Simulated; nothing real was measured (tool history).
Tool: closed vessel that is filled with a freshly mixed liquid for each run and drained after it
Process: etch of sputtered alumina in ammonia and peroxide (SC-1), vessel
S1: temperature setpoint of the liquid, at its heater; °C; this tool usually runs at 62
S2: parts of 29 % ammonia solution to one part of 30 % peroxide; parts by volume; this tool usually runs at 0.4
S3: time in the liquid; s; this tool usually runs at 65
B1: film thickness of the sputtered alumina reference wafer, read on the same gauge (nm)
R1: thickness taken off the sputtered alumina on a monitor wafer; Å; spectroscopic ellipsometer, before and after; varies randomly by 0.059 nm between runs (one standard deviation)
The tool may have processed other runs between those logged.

run,hour,S1,S2,S3,B1,R1
1,0,62,0.4,65,79.97,80.7
2,106,62,0.4,65,80.01,79.2
3,146.8,58,0.4,65,80,65.9
4,209.9,58,0.4,65,80.01,65.1
5,257.9,62,0.4,65,80,79.4
6,334.2,62,0.4,65,80,80.4
7,399.8,62,0.4,65,80,80.1
8,464.5,62,0.4,65,80.01,79.7
# hour 474.5: new drum of ammonia solution connected
9,681.8,62,0.4,65,80.03,80.1
10,743.8,62,0.4,65,80.01,79.5
11,825.2,58.5,0.35,90,79.99,91
12,898.2,64.5,0.4,65,79.99,90.8
# hour 987.9: gauge calibrated
13,996.4,58,0.35,65,80,64.6
# hour 1034.6: thermometer replaced
14,1086.8,69,0.25,90,79.97,148.1
15,1145.4,67,0.5,80,79.99,128.7
# hour 1182: new drum of ammonia solution connected
16,1233.8,70,0.55,95,79.99,178
# hour 1263.4: ammonia flow meter replaced
17,1282.9,62,0.45,50,79.99,61.9
18,1334.5,62,0.2,65,79.98,74.9
19,1381.4,62,0.4,65,79.99,79.4
20,1453.8,64.5,0.25,85,80,113
21,1524.6,62,0.4,45,79.99,54.8
22,1581.3,62,0.5,65,80.01,81.2
23,1638.2,62,0.4,65,80.01,80.1
24,1721.4,59.5,0.55,100,79.99,111.5
25,1807.1,58.5,0.55,30,80,31.6
26,1879.1,66.5,0.5,30,80.01,47
# hour 1949.8: new drum of ammonia solution connected
27,1961.6,62,0.4,65,80.01,79.9

Here are 5 independent what-if runs from the current tool condition. What would each one return?
A,1962.3,62,0.6,65,?,?
B,1962.3,62,0.25,85,?,?
C,1962.3,67.5,0.4,65,?,?
D,1962.3,57.5,0.4,40,?,?
E,1962.3,62,0.4,95,?,?

run,B1,R1
A,80,82.8
B,80,99.7
C,80,104.8
D,80,38.9
E,80,116.5
Stripped of hidden state, with their random variation kept, the same runs would have yielded:
run,R1
A,82.8
B,99.7
C,104.8
D,38.9
E,116.5
